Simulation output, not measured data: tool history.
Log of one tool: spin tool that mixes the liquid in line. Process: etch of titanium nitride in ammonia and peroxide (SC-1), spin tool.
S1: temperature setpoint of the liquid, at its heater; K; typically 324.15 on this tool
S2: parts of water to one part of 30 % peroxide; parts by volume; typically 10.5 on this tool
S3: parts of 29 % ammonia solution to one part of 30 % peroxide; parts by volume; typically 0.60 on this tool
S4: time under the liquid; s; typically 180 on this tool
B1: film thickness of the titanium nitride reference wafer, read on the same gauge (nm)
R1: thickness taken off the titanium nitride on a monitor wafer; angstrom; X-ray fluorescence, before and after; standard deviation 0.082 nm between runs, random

run     day      S1    S2    S3   S4      B1     R1
  1   0.000  324.15  10.5  0.60  180  120.04  105.8
      0.888  -- gauge calibrated
  2   1.508  324.15  10.5  0.60  125  120.01   73.7
  3   4.200  324.15  10.5  0.60  180  120.03  105.2
  4   6.008  324.15   6.5  0.60  180  120.04  132.4
      7.008  -- new drum of ammonia solution connected
  5   7.854  320.65  15.5  0.60  180  119.99   66.5
  6   9.871  324.15  10.5  0.60  230  120.01  134.3
  7  12.542  324.15  10.5  0.60  255  120.03  148.4
  8  14.925  326.65  10.5  0.60  180  120.02  126.2
  9  17.583  324.15  10.5  0.60  180  120.00  104.7
 10  19.083  324.15  10.5  0.60  255  119.97  149.3
 11  20.183  327.65   8.0  0.85  220  120.02  196.5
 12  22.471  319.65  10.5  0.60  180  119.94   75.4
 13  24.075  318.15   9.0  0.85  180  120.03   77.2
 14  25.983  324.15   8.0  0.70  120  119.98   81.4
     27.096  -- heated supply line repaired
 15  28.012  324.15  10.5  0.60  180  119.97  117.0
 16  29.046  324.15  10.5  0.60  180  120.02  115.0
     30.942  -- ammonia flow meter replaced
 17  31.404  318.15  14.5  0.40  215  119.97   69.6
     37.238  -- new drum of ammonia solution connected
 18  40.292  328.65  10.5  0.60  180  120.02  152.9
 19  42.225  324.15  10.5  0.85   70  119.99   46.9
 20  45.075  320.65   8.0  0.30  180  119.98   90.3
     46.046  -- thermometer replaced
 21  47.067  324.15  10.5  0.60  180  120.00  115.5
 22  49.562  324.15  10.5  0.60  180  119.99  113.4
 23  51.596  315.65   6.0  0.60  235  120.05  106.0

Selected run-to-run steps in R1, each split into two signed amounts: the part the tool would show with no hidden state at all (from settings, incoming material and random variation), and the remainder, which goes to the hidden state together with any gauge scatter not common to the measured and the hidden-state-free results:
Hidden state at play: liquid colder than its thermometer reads (K); ammonia flow below the setpoint (%); temperature lost on the way to the wafer (K); ammonia solution weaker than its label (%); gauge reads high (%).
Run 11 -> 12: S1 327.65 -> 319.65, S2 8.0 -> 10.5, S3 0.85 -> 0.60, S4 220 -> 180. R1 -121.1 angstrom: hidden state +14.0, all else -135.1.
Run 14 -> 15: S2 8.0 -> 10.5, S3 0.70 -> 0.60, S4 120 -> 180, heated supply line repaired. R1 +35.6 angstrom: hidden state +9.4, all else +26.2.
Run 18 -> 19: S1 328.65 -> 324.15, S3 0.60 -> 0.85, S4 180 -> 70. R1 -106.0 angstrom: hidden state +2.1, all else -108.1.

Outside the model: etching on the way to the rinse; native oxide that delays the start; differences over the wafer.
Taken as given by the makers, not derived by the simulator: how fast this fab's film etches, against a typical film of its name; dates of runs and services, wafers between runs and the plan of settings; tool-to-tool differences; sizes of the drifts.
